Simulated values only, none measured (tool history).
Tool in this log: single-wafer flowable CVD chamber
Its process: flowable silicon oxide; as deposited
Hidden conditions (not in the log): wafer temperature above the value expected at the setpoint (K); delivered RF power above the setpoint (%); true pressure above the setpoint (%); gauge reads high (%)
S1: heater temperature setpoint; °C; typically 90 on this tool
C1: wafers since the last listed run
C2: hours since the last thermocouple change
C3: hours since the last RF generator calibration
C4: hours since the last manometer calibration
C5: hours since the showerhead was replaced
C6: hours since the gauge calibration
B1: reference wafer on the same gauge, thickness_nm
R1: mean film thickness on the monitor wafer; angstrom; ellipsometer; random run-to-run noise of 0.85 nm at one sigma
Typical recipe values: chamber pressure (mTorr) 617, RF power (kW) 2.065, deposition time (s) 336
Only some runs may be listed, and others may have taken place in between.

Run 1, hour 0: usual settings; C1 0; C2 690; C3 1144.6; C4 1657.2; C5 6852.4; C6 1879.9; B1 185.993. Result: R1 2005.01 angstrom.
Run 2, hour 62.7: usual settings but RF power (kW) 2.33; C1 201; C2 752.7; C3 1207.3; C4 1719.9; C5 6915.1; C6 1942.6; B1 185.971. Result: R1 2095.79 angstrom.
Run 3, hour 93.5: usual settings but deposition time (s) 376; C1 99; C2 783.5; C3 1238.1; C4 1750.7; C5 6945.9; C6 1973.4; B1 186.062. Result: R1 2257.27 angstrom.
Run 4, hour 149.6: usual settings but deposition time (s) 376; C1 180; C2 839.6; C3 1294.2; C4 1806.8; C5 7002; C6 2029.5; B1 186.019. Result: R1 2272.97 angstrom.
Run 5, hour 196.2: usual settings but deposition time (s) 376; C1 150; C2 886.2; C3 1340.8; C4 1853.4; C5 7048.6; C6 2076.1; B1 185.981. Result: R1 2284.79 angstrom.
Run 6, hour 267.8: usual settings but S1 86 °C; C1 230; C2 957.8; C3 1412.4; C4 1925; C5 7120.2; C6 2147.7; B1 185.625. Result: R1 2283.31 angstrom.
Run 7, hour 317.7: usual settings; C1 160; C2 1007.7; C3 1462.3; C4 1974.9; C5 7170.1; C6 2197.6; B1 185.568. Result: R1 2030.37 angstrom.
Run 8, hour 344.7: usual settings; C1 86; C2 1034.7; C3 1489.3; C4 2001.9; C5 7197.1; C6 2224.6; B1 186.361. Result: R1 2034.19 angstrom.
Run 9, hour 391.6: usual settings but S1 86 °C, chamber pressure (mTorr) 713, deposition time (s) 380; C1 151; C2 1081.6; C3 1536.2; C4 2048.8; C5 7244; C6 2271.5; B1 186.064. Result: R1 2971.94 angstrom.
At hour 435.9: gauge calibrated.
Run 10, hour 444.4: usual settings; C1 170; C2 1134.4; C3 1589; C4 2101.6; C5 7296.8; C6 8.5; B1 186.058. Result: R1 2029.39 angstrom.
At hour 519.5: capacitance manometer re-zeroed and calibrated.
At hour 550.1: thermocouple changed; heater temperature recalibrated.
At hour 566.5: RF generator calibrated.
At hour 631.3: showerhead replaced.
Run 11, hour 631.8: usual settings but S1 86 °C, chamber pressure (mTorr) 680, deposition time (s) 395; C1 500; C2 81.7; C3 65.3; C4 112.3; C5 0.5; C6 195.9; B1 186.007. Result: R1 2869.91 angstrom.
Run 12, hour 694.5: usual settings but S1 95 °C; C1 201; C2 144.4; C3 128; C4 175; C5 63.2; C6 258.6; B1 185.982. Result: R1 1672.29 angstrom.
Run 13, hour 764.2: usual settings but RF power (kW) 2.22, deposition time (s) 353; C1 224; C2 214.1; C3 197.7; C4 244.7; C5 132.9; C6 328.3; B1 185.958. Result: R1 2113.86 angstrom.
Run 14, hour 788.6: usual settings but S1 79 °C, chamber pressure (mTorr) 520; C1 78; C2 238.5; C3 222.1; C4 269.1; C5 157.3; C6 352.7; B1 186.017. Result: R1 2310.1 angstrom.
Run 15, hour 838.4: usual settings; C1 160; C2 288.3; C3 271.9; C4 318.9; C5 207.1; C6 402.5; B1 185.976. Result: R1 1999.09 angstrom.
Run 16, hour 889.6: usual settings; C1 164; C2 339.5; C3 323.1; C4 370.1; C5 258.3; C6 453.7; B1 185.611. Result: R1 2003.06 angstrom.
Run 17, hour 921.9: usual settings but RF power (kW) 2.335, deposition time (s) 356; C1 104; C2 371.8; C3 355.4; C4 402.4; C5 290.6; C6 486; B1 185.895. Result: R1 2167.4 angstrom.
Run 18, hour 972.8: usual settings; C1 163; C2 422.7; C3 406.3; C4 453.3; C5 341.5; C6 536.9; B1 185.986. Result: R1 1978.68 angstrom.
Run 19, hour 1002.9: usual settings but S1 85 °C, deposition time (s) 271; C1 96; C2 452.8; C3 436.4; C4 483.4; C5 371.6; C6 567; B1 185.761. Result: R1 1861.9 angstrom.
Run 20, hour 1052: usual settings; C1 158; C2 501.9; C3 485.5; C4 532.5; C5 420.7; C6 616.1; B1 185.91. Result: R1 1980.47 angstrom.
Run 21, hour 1103.5: usual settings but S1 100 °C; C1 165; C2 553.4; C3 537; C4 584; C5 472.2; C6 667.6; B1 185.777. Result: R1 1420.37 angstrom.
Run 22, hour 1159: usual settings but RF power (kW) 2.27; C1 178; C2 608.9; C3 592.5; C4 639.5; C5 527.7; C6 723.1; B1 185.78. Result: R1 2043.27 angstrom.
Run 23, hour 1211.7: usual settings but chamber pressure (mTorr) 497, deposition time (s) 365; C1 169; C2 661.6; C3 645.2; C4 692.2; C5 580.4; C6 775.8; B1 185.728. Result: R1 1758.89 angstrom.
Run 24, hour 1276.8: usual settings but chamber pressure (mTorr) 735, deposition time (s) 372; C1 209; C2 726.7; C3 710.3; C4 757.3; C5 645.5; C6 840.9; B1 186.081. Result: R1 2635.71 angstrom.
Run 25, hour 1309.9: usual settings but S1 83 °C, chamber pressure (mTorr) 481, deposition time (s) 317; C1 106; C2 759.8; C3 743.4; C4 790.4; C5 678.6; C6 874; B1 186.254. Result: R1 1833.91 angstrom.
Run 26, hour 1375.1: usual settings but RF power (kW) 1.885; C1 209; C2 825; C3 808.6; C4 855.6; C5 743.8; C6 939.2; B1 185.871. Result: R1 1944.08 angstrom.
Run 27, hour 1412: usual settings but chamber pressure (mTorr) 501, RF power (kW) 2.345; C1 118; C2 861.9; C3 845.5; C4 892.5; C5 780.7; C6 976.1; B1 186.06. Result: R1 1691.22 angstrom.
Run 28, hour 1479.5: usual settings; C1 217; C2 929.4; C3 913; C4 960; C5 848.2; C6 1043.6; B1 185.79. Result: R1 2005.77 angstrom.

What if the next run were any one of these 4? Each begins from the tool's condition after run 28:
Run A, hour 1480: usual settings but deposition time (s) 396; C1 1; C2 929.9; C3 913.5; C4 960.5; C5 848.7; C6 1044.1; B1 ?. Result: R1 ?.
Run B, hour 1480: usual settings but S1 94 °C, chamber pressure (mTorr) 699, RF power (kW) 1.825, deposition time (s) 356; C1 1; C2 929.9; C3 913.5; C4 960.5; C5 848.7; C6 1044.1; B1 ?. Result: R1 ?.
Run C, hour 1480: usual settings but RF power (kW) 1.85; C1 1; C2 929.9; C3 913.5; C4 960.5; C5 848.7; C6 1044.1; B1 ?. Result: R1 ?.
Run D, hour 1480: usual settings but S1 78 °C, deposition time (s) 292; C1 1; C2 929.9; C3 913.5; C4 960.5; C5 848.7; C6 1044.1; B1 ?. Result: R1 ?.

run       B1       R1
  A  185.827  2375.56
  B  185.827  2010.15
  C  185.827  1925.18
  D  185.827  2481.29
With no hidden state in the tool, these same runs would have given:
run       R1
  A  2339.08
  B  1974.83
  C  1895.61
  D  2447.62
